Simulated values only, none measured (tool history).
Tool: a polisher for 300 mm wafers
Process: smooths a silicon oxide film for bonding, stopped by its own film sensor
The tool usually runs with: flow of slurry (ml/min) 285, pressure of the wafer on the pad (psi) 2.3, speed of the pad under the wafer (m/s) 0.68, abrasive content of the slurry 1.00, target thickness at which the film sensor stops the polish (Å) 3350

run   hour  flow of slurry (ml/min)  pressure of the wafer on the pad (psi)  speed of the pad under the wafer (m/s)  abrasive content of the slurry  target thickness at which the film sensor stops the polish (Å)  wafers since the last listed run  wafers polished on this pad  hours since the slurry nozzle was cleaned  hours since the head pressure was calibrated  hours since the slurry blender was calibrated  incoming thickness of the incoming film, nm  time until the film sensor stopped the polish (s)
  1    0.0                      285                                     2.3                                    0.86                            1.00                                                            3350                                 0                          124                                      557.5                                         189.9                                          120.2                                        385.5                                               55.9
  2    7.6                      285                                     2.3                                    0.54                            1.00                                                            3350                                64                          188                                      565.1                                         197.5                                          127.8                                        376.4                                               64.1
  3   20.7                      285                                     2.3                                    0.54                            1.00                                                            3350                               110                          299                                      578.2                                         210.6                                          140.9                                        378.2                                               71.5
      24.0  -- slurry blender recalibrated
  4   32.9                      285                                     2.3                                    0.68                            1.00                                                            3350                                86                          385                                      590.4                                         222.8                                            8.9                                        379.8                                               62.7
  5   44.5                      285                                     2.3                                    0.68                            1.00                                                            3350                                97                          483                                      602.0                                         234.4                                           20.5                                        382.3                                               65.7
  6   61.8                      285                                     2.3                                    0.68                            1.00                                                            3350                               146                          629                                      619.3                                         251.7                                           37.8                                        374.5                                               54.1
  7   69.5                      285                                     2.3                                    0.68                            1.00                                                            3350                                65                          694                                      627.0                                         259.4                                           45.5                                        377.0                                               56.6
  8   81.8                      285                                     2.3                                    0.68                            1.00                                                            3350                               103                          798                                      639.3                                         271.7                                           57.8                                        381.5                                               64.9
  9   95.2                      285                                     2.3                                    0.68                            1.00                                                            3350                               113                          911                                      652.7                                         285.1                                           71.2                                        385.6                                               69.2
     135.9  -- worn pad replaced by a new one
 10  141.2                      285                                     2.3                                    0.68                            1.00                                                            3350                               354                           44                                      698.7                                         331.1                                          117.2                                        379.3                                               61.0
 11  151.3                      285                                     2.3                                    0.68                            1.00                                                            3350                                85                          129                                      708.8                                         341.2                                          127.3                                        379.6                                               61.4
     174.7  -- slurry nozzle cleaned
     179.8  -- slurry blender recalibrated
 12  199.6                      285                                     2.3                                    0.68                            1.00                                                            3350                               382                          512                                       24.9                                         389.5                                           19.8                                        384.4                                               71.2
 13  214.6                      285                                     2.3                                    0.68                            1.10                                                            3240                               126                          639                                       39.9                                         404.5                                           34.8                                        384.9                                               81.6
 14  251.8                      285                                     2.3                                    0.68                            1.00                                                            3350                               314                          953                                       77.1                                         441.7                                           72.0                                        375.7                                               59.8
 15  262.7                      375                                     2.7                                    0.48                            1.00                                                            3350                                92                         1045                                       88.0                                         452.6                                           82.9                                        379.3                                               70.9
     272.7  -- worn pad replaced by a new one
 16  279.0                      330                                     1.6                                    0.46                            1.25                                                            3350                               103                           52                                      104.3                                         468.9                                           99.2                                        373.7                                               94.4
 17  286.8                      285                                     2.3                                    0.68                            1.00                                                            3350                                65                          118                                      112.1                                         476.7                                          107.0                                        380.1                                               67.5
 18  293.7                      285                                     3.0                                    0.68                            1.00                                                            3350                                58                          177                                      119.0                                         483.6                                          113.9                                        377.2                                               48.5
 19  306.5                      285                                     2.3                                    0.50                            1.00                                                            3350                               108                          285                                      131.8                                         496.4                                          126.7                                        382.3                                               84.2
 20  315.6                      285                                     2.3                                    0.68                            1.00                                                            3260                                76                          362                                      140.9                                         505.5                                          135.8                                        380.5                                               80.1
     324.5  -- slurry blender recalibrated
 21  332.2                      285                                     2.3                                    0.48                            0.70                                                            3350                               123                          485                                      157.5                                         522.1                                            7.7                                        378.2                                              100.3
 22  347.8                      285                                     2.3                                    0.68                            1.00                                                            3350                               131                          617                                      173.1                                         537.7                                           23.3                                        378.7                                               64.4
     352.4  -- head pressure recalibrated
 23  378.2                      205                                     2.3                                    0.68                            1.00                                                            3420                               239                          857                                      203.5                                          25.8                                           53.7                                        379.6                                               49.9
 24  393.1                      225                                     1.9                                    0.68                            0.75                                                            3500                               125                          982                                      218.4                                          40.7                                           68.6                                        377.7                                               51.5
     401.0  -- worn pad replaced by a new one
 25  401.9                      285                                     2.7                                    0.68                            1.00                                                            3350                                40                            7                                      227.2                                          49.5                                           77.4                                        376.0                                               47.3
 26  413.3                      285                                     2.3                                    0.56                            1.00                                                            3350                                96                          103                                      238.6                                          60.9                                           88.8                                        373.4                                               58.2

For run 27, what comes out?
 27  427.0                      285                                     2.7                                    0.68                            0.75                                                            3350                               115                          219                                      252.3                                          74.6                                          102.5                                        382.2                                                  ?

Run 27 produced time until the film sensor stopped the polish (s) 63.3.
Minus the tool's unlogged condition, the same run would have read time until the film sensor stopped the polish (s) 64.3.

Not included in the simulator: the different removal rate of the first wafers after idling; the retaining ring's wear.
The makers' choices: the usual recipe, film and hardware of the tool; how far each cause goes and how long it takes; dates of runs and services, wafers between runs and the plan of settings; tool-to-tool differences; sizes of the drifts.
